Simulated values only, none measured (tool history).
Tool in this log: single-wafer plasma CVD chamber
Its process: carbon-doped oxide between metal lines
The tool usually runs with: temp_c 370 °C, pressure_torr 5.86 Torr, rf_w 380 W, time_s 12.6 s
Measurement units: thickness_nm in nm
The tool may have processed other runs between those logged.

run     day  temp_c  pressure_torr  rf_w  time_s  wafers since the last listed run  hours since the last thermocouple change  hours since the last RF generator calibration  hours since the last manometer calibration  hours since the showerhead was replaced  hours since the gauge calibration  read-back reference wafer on the same gauge, thickness_nm  thickness_nm
  1   0.000     370           5.86   380    11.2                                 0                                     907.8                                          385.4                                       537.4                                   5737.6                              812.1                                                     55.658        46.443
  2   1.088     370           5.86   335    12.6                              1329                                     933.9                                          411.5                                       563.5                                   5763.7                              838.2                                                     55.598        47.667
  3   2.208     370           5.86   335    12.6                              1370                                     960.8                                          438.4                                       590.4                                   5790.6                              865.1                                                     55.600        47.372
  4   4.512     370           5.86   335    12.6                              2816                                    1016.1                                          493.7                                       645.7                                   5845.9                              920.4                                                     55.582        47.595
  5   7.125     370           6.46   380    13.8                              3193                                    1078.8                                          556.4                                       708.4                                   5908.6                              983.1                                                     55.556        57.329
  6   9.588     370           5.86   380    12.6                              3010                                    1137.9                                          615.5                                       767.5                                   5967.7                             1042.2                                                     55.565        51.922
     11.679  -- thermocouple changed; heater temperature recalibrated
  7  12.433     370           5.86   380    12.6                              3071                                      18.1                                          683.8                                       835.8                                   6036.0                             1110.5                                                     55.596        51.738
  8  13.792     370           5.86   380    12.6                              1660                                      50.7                                          716.4                                       868.4                                   6068.6                             1143.1                                                     55.599        51.526
  9  15.267     370           5.86   380    12.6                              1802                                      86.1                                          751.8                                       903.8                                   6104.0                             1178.5                                                     55.605        51.713
     17.708  -- showerhead replaced
 10  17.729     370           5.86   380    12.6                              2602                                     145.2                                          810.9                                       962.9                                      0.5                             1237.6                                                     55.589        51.412
 11  18.942     370           5.86   380    12.6                              1482                                     174.3                                          840.0                                       992.0                                     29.6                             1266.7                                                     55.665        51.657
 12  21.767     359           7.27   380    12.6                              3453                                     242.1                                          907.8                                      1059.8                                     97.4                             1334.5                                                     55.555        53.375
 13  23.167     370           5.86   420    13.9                              1711                                     275.7                                          941.4                                      1093.4                                    131.0                             1368.1                                                     55.564        60.853
 14  26.088     370           5.86   380    12.6                              3570                                     345.8                                         1011.5                                      1163.5                                    201.1                             1438.2                                                     55.561        51.607
     26.562  -- thermocouple changed; heater temperature recalibrated, repeated, since the last time left the tool worse
     26.608  -- capacitance manometer re-zeroed and calibrated
 15  28.046     379           7.18   360    13.4                              1929                                      35.6                                         1058.5                                        34.5                                    248.1                             1485.2                                                     55.638        53.174
 16  30.096     361           6.56   435    11.4                              2505                                      84.8                                         1107.7                                        83.7                                    297.3                             1534.4                                                     55.582        53.605
     30.750  -- gauge calibrated
     32.742  -- RF generator calibrated
 17  33.088     375           6.41   320    12.6                              3249                                     156.6                                            8.3                                       155.5                                    369.1                               56.1                                                     55.574        46.295
 18  35.662     380           5.86   380    12.6                              3147                                     218.4                                           70.1                                       217.3                                    430.9                              117.9                                                     55.577        51.384
 19  36.808     370           5.86   380    12.6                              1400                                     245.9                                           97.6                                       244.8                                    458.4                              145.4                                                     55.617        52.291
 20  38.258     370           5.86   305    11.0                              1772                                     280.7                                          132.4                                       279.6                                    493.2                              180.2                                                     55.580        39.239
 21  39.517     370           7.23   380    12.6                              1538                                     310.9                                          162.6                                       309.8                                    523.4                              210.4                                                     55.574        52.902
 22  40.817     370           5.86   400    12.6                              1589                                     342.1                                          193.8                                       341.0                                    554.6                              241.6                                                     55.662        54.121
 23  42.912     370           5.86   380    12.6                              2561                                     392.4                                          244.1                                       391.3                                    604.9                              291.9                                                     55.558        52.050
 24  45.012     370           4.86   380    12.6                              2566                                     442.8                                          294.5                                       441.7                                    655.3                              342.3                                                     55.637        51.057
 25  48.667     366           6.70   380    10.7                              4466                                     530.5                                          382.2                                       529.4                                    743.0                              430.0                                                     55.550        45.140
 26  50.171     370           5.86   380    12.6                              1838                                     566.6                                          418.3                                       565.5                                    779.1                              466.1                                                     55.646        51.847
 27  51.300     370           5.86   380    11.1                              1380                                     593.7                                          445.4                                       592.6                                    806.2                              493.2                                                     55.611        45.967

5 options for the next run, each taken on its own from the tool as it stands now. Forecast them:
  A  51.317     370           5.86   455    12.6                                20                                     594.1                                          445.8                                       593.0                                    806.6                              493.6                                                          ?             ?
  B  51.317     370           5.86   450    12.6                                20                                     594.1                                          445.8                                       593.0                                    806.6                              493.6                                                          ?             ?
  C  51.317     370           5.86   445    10.1                                20                                     594.1                                          445.8                                       593.0                                    806.6                              493.6                                                          ?             ?
  D  51.317     378           5.86   380    12.6                                20                                     594.1                                          445.8                                       593.0                                    806.6                              493.6                                                          ?             ?
  E  51.317     380           7.22   380    14.3                                20                                     594.1                                          445.8                                       593.0                                    806.6                              493.6                                                          ?             ?

run  read-back reference wafer on the same gauge, thickness_nm  thickness_nm
  A                                                     55.616        59.101
  B                                                     55.616        58.653
  C                                                     55.616        46.823
  D                                                     55.616        51.436
  E                                                     55.616        58.961
Take away the tool's hidden state, keep each run's random variation, and the runs would have read:
run  thickness_nm
  A        59.383
  B        58.933
  C        47.047
  D        51.675
  E        59.223

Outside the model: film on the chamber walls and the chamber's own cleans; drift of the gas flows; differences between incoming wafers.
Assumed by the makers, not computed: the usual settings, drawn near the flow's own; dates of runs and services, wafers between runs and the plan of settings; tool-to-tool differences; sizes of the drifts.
